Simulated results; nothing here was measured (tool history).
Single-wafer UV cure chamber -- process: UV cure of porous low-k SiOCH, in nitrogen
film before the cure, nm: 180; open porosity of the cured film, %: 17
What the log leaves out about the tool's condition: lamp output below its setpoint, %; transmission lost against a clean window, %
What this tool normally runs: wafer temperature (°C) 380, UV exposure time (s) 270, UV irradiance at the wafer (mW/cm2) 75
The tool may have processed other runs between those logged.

| run | hour | wafer temperature (°C) | UV exposure time (s) | UV irradiance at the wafer (mW/cm2) | wafers since the last listed run | hours since the UV bulbs were replaced | wafers since the quartz window was cleaned | loss of film thickness in the cure (%) |
|---|---|---|---|---|---|---|---|---|
| 1 | 0 | 380 | 270 | 46 | 0 | 1093 | 1856 | 8.395 |
| 2 | 10 | 380 | 270 | 46 | 76 | 1103 | 1932 | 8.262 |
| 3 | 17.2 | 380 | 270 | 46 | 54 | 1110.2 | 1987 | 8.251 |
| 4 | 28.3 | 380 | 315 | 75 | 84 | 1121.3 | 2072 | 11.009 |
| 5 | 43.9 | 380 | 315 | 75 | 119 | 1136.9 | 2191 | 10.792 |
| 6 | 58.8 | 380 | 270 | 75 | 113 | 1151.8 | 2305 | 10.516 |
| 7 | 73.7 | 380 | 270 | 75 | 113 | 1166.7 | 2418 | 10.486 |
|  | 88.7 | UV bulbs replaced |
| 8 | 89.2 | 380 | 270 | 75 | 57 | 0.5 | 2476 | 9.187 |
| 9 | 93.4 | 380 | 270 | 75 | 32 | 4.7 | 2508 | 9.134 |
| 10 | 105.7 | 380 | 270 | 75 | 93 | 17 | 2602 | 9.171 |
|  | 127.3 | UV bulbs replaced, repeated, since the last time left the tool worse |
| 11 | 127.8 | 380 | 315 | 75 | 107 | 0.5 | 2709 | 12.48 |
| 12 | 133.6 | 380 | 410 | 75 | 44 | 6.3 | 2753 | 13.761 |
|  | 172.6 | quartz window cleaned |
| 13 | 173.1 | 380 | 315 | 75 | 240 | 45.8 | 3 | 12.729 |
| 14 | 180.4 | 389 | 270 | 97 | 55 | 53.1 | 59 | 13.272 |
| 15 | 198.2 | 393 | 230 | 94 | 135 | 70.9 | 195 | 12.342 |
| 16 | 207.7 | 393 | 270 | 75 | 72 | 80.4 | 267 | 12.25 |
| 17 | 217 | 386 | 330 | 40 | 70 | 89.7 | 338 | 9.992 |
| 18 | 234.6 | 380 | 225 | 95 | 134 | 107.3 | 473 | 12.134 |
| 19 | 244.7 | 387 | 270 | 97 | 77 | 117.4 | 550 | 13.342 |

Measured less the same run without the tool's hidden state. The same run-to-run variation is in both; the gauge's scatter may not be:
| run | loss of film thickness in the cure (%) |
|---|---|
| 1 | -1.466 |
| 2 | -1.458 |
| 3 | -1.467 |
| 4 | -1.589 |
| 5 | -1.583 |
| 6 | -1.643 |
| 7 | -1.663 |
| 8 | -2.756 |
| 9 | -2.751 |
| 10 | -2.79 |
| 11 | -0.094 |
| 12 | -0.104 |
| 13 | -0.147 |
| 14 | -0.156 |
| 15 | -0.173 |
| 16 | -0.185 |
| 17 | -0.184 |
| 18 | -0.214 |
| 19 | -0.233 |
